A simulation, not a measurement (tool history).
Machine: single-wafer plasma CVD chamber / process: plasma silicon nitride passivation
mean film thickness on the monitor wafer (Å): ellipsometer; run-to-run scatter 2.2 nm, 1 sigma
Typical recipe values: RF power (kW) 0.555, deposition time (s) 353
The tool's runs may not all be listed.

run	day	RF power (kW)	deposition time (s)	wafers since the last listed run	hours since the last RF generator calibration	hours since the showerhead was replaced	hours since the gauge calibration	read-back reference wafer on the same gauge, thickness_nm	mean film thickness on the monitor wafer (Å)
1	0.000	0.555	353	0	858.5	2061.1	1179.2	444.837	5004.51
2	3.908	0.555	303	545	952.3	2154.9	1273.0	445.279	4275.05
3	5.417	0.555	303	210	988.5	2191.1	1309.2	445.106	4239.56
4	9.262	0.555	303	536	1080.8	2283.4	1401.5	444.954	4234.49
5	12.642	0.555	353	471	1161.9	2364.5	1482.6	445.381	4995.10
# day 14.204: gauge calibrated
6	14.800	0.555	353	301	1213.7	2416.3	14.3	444.856	4965.45
7	17.583	0.555	353	388	1280.5	2483.1	81.1	444.730	4930.65
8	19.404	0.600	353	254	1324.2	2526.8	124.8	445.361	5037.50
9	22.821	0.555	353	476	1406.2	2608.8	206.8	444.648	4932.10
# day 24.208: RF generator calibrated
10	24.483	0.555	392	185	6.6	2648.7	246.7	445.122	5543.11
11	28.300	0.555	392	532	98.2	2740.3	338.3	445.143	5535.81
12	30.212	0.555	392	266	144.1	2786.2	384.2	444.705	5550.90
13	33.621	0.520	312	475	225.9	2868.0	466.0	445.003	4371.47
14	35.275	0.555	312	230	265.6	2907.7	505.7	444.748	4439.19
15	37.975	0.555	312	376	330.4	2972.5	570.5	444.606	4440.93
16	42.412	0.555	312	619	436.9	3079.0	677.0	444.444	4428.37
# day 44.600: showerhead replaced
17	46.192	0.555	353	481	527.6	38.2	767.7	444.999	5006.37
18	48.171	0.555	353	276	575.1	85.7	815.2	444.249	5017.25
19	51.121	0.645	289	411	645.9	156.5	886.0	444.784	4249.90
20	55.167	0.485	289	564	743.0	253.6	983.1	445.284	3956.20
21	59.062	0.585	305	543	836.5	347.1	1076.6	444.784	4319.73
22	62.142	0.660	331	429	910.4	421.0	1150.5	444.871	4900.62
23	71.038	0.640	372	1241	1123.9	634.5	1364.0	444.526	5448.75
24	73.925	0.555	353	403	1193.2	703.8	1433.3	445.313	4950.66
25	79.696	0.555	353	805	1331.7	842.3	1571.8	444.882	4891.82
26	81.829	0.515	353	297	1382.9	893.5	1623.0	445.139	4881.05
# day 83.225: RF generator calibrated
27	85.496	0.505	283	465	54.5	981.5	1711.0	444.478	3928.86
# day 90.088: gauge calibrated
28	98.267	0.485	311	1782	361.0	1288.0	196.3	445.008	4293.41
29	100.233	0.465	391	274	408.2	1335.2	243.5	444.581	5293.67
30	102.542	0.660	329	322	463.6	1390.6	298.9	444.329	4908.81
31	105.796	0.650	384	454	541.7	1468.7	377.0	445.026	5655.49
32	108.675	0.640	372	401	610.8	1537.8	446.1	444.532	5525.32
33	111.004	0.555	293	325	666.7	1593.7	502.0	444.824	4175.29
34	113.854	0.635	421	397	735.1	1662.1	570.4	445.286	6152.16
35	116.025	0.465	309	303	787.2	1714.2	622.5	444.717	4171.03
36	118.983	0.555	353	412	858.2	1785.2	693.5	445.159	4976.67

3 ways to go on from here, each from the tool as it stands after run 36. What would each give?
A	119.004	0.665	353	2	858.7	1785.7	694.0	?	?
B	119.004	0.555	381	2	858.7	1785.7	694.0	?	?
C	119.004	0.655	422	2	858.7	1785.7	694.0	?	?

run	read-back reference wafer on the same gauge, thickness_nm	mean film thickness on the monitor wafer (Å)
A	444.797	5205.91
B	444.797	5356.30
C	444.797	6198.36
What these runs would have given with no unlogged condition in the tool:
run	mean film thickness on the monitor wafer (Å)
A	5241.75
B	5393.17
C	6241.02
